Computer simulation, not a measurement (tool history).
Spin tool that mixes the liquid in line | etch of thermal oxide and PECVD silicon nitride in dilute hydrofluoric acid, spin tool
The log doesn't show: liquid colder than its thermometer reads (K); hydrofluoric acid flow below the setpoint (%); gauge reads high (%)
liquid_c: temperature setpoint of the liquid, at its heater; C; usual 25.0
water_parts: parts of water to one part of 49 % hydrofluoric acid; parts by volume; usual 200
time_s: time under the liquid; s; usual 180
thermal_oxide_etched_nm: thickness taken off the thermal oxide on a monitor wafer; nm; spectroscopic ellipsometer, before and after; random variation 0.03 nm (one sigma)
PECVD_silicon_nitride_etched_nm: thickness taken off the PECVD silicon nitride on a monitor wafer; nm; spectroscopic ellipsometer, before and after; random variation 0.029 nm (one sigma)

run	day	liquid_c	water_parts	time_s	wafers since the last listed run	hours since the thermometer was replaced	hours since the hydrofluoric acid flow meter was replaced	hours since the gauge calibration	read-back film thickness of the thermal oxide reference wafer, read on the same gauge (nm)	read-back film thickness of the PECVD silicon nitride reference wafer, read on the same gauge (nm)	thermal_oxide_etched_nm	PECVD_silicon_nitride_etched_nm
1	0.000	25.0	200	180	0	924.1	424.7	1759.7	125.238	52.20	4.257	5.76
2	2.754	25.0	200	130	532	990.2	490.8	1825.8	125.699	52.35	3.145	4.21
3	3.875	25.0	290	180	216	1017.1	517.7	1852.7	125.881	52.45	2.700	4.01
4	5.221	25.0	200	180	260	1049.4	550.0	1885.0	126.133	52.59	4.300	5.80
5	6.512	25.0	200	220	249	1080.4	581.0	1916.0	126.367	52.65	5.315	7.09
6	7.583	22.5	240	270	206	1106.1	606.7	1941.7	126.593	52.74	4.812	6.19
7	13.133	28.5	265	145	1072	1239.3	739.9	2074.9	127.610	53.18	2.767	4.38
8	15.462	25.0	125	270	450	1295.2	795.8	2130.8	128.073	53.38	11.475	13.92
9	16.896	23.0	200	220	277	1329.6	830.2	2165.2	128.358	53.47	5.013	6.33
# day 17.146: gauge calibrated
10	19.821	25.0	200	180	565	1399.8	900.4	64.2	118.975	49.59	4.069	5.47
11	22.542	28.5	270	145	525	1465.1	965.7	129.5	119.008	49.59	2.564	4.01
# day 24.167: thermometer replaced
12	24.583	27.5	105	210	386	10.0	1014.7	178.5	119.063	49.58	11.100	14.17
13	26.492	20.5	170	90	368	55.8	1060.5	224.3	119.099	49.62	2.119	2.40
14	28.288	25.0	250	180	347	98.9	1103.6	267.4	119.125	49.63	3.113	4.37
15	31.229	25.0	200	180	568	169.5	1174.2	338.0	119.192	49.68	4.092	5.48
16	33.250	25.0	200	105	390	218.0	1222.7	386.5	119.276	49.69	2.396	3.19
17	34.921	28.5	265	145	322	258.1	1262.8	426.6	119.299	49.70	2.623	4.08
18	36.329	25.0	200	180	272	291.9	1296.6	460.4	119.426	49.76	4.181	5.48
19	37.967	20.0	105	150	316	331.2	1335.9	499.7	119.495	49.77	6.001	6.23
20	39.967	25.0	200	145	386	379.2	1383.9	547.7	119.554	49.81	3.305	4.47
21	42.654	20.5	130	135	519	443.7	1448.4	612.2	119.724	49.89	4.340	4.71
22	45.621	21.5	200	280	573	514.9	1519.6	683.4	119.927	49.98	5.627	6.84
23	48.617	25.0	260	180	579	586.8	1591.5	755.3	120.129	50.04	2.984	4.22
24	50.854	25.0	200	255	432	640.5	1645.2	809.0	120.276	50.10	5.877	7.82
25	52.554	25.0	200	180	328	681.3	1686.0	849.8	120.410	50.16	4.114	5.58

5 ways to go on from here, each from the tool as it stands after run 25. What would each give?
A	52.575	25.0	200	85	4	681.8	1686.5	850.3	?	?	?	?
B	52.575	29.0	155	230	4	681.8	1686.5	850.3	?	?	?	?
C	52.575	20.5	280	225	4	681.8	1686.5	850.3	?	?	?	?
D	52.575	25.0	265	180	4	681.8	1686.5	850.3	?	?	?	?
E	52.575	20.5	290	180	4	681.8	1686.5	850.3	?	?	?	?

run	read-back film thickness of the thermal oxide reference wafer, read on the same gauge (nm)	read-back film thickness of the PECVD silicon nitride reference wafer, read on the same gauge (nm)	thermal_oxide_etched_nm	PECVD_silicon_nitride_etched_nm
A	120.418	50.16	1.938	2.61
B	120.418	50.16	8.254	11.70
C	120.418	50.16	2.868	3.74
D	120.418	50.16	2.891	4.18
E	120.418	50.16	2.195	2.89
Without the tool's hidden state the same runs would have given:
run	thermal_oxide_etched_nm	PECVD_silicon_nitride_etched_nm
A	1.932	2.60
B	8.226	11.67
C	2.859	3.73
D	2.881	4.17
E	2.188	2.88
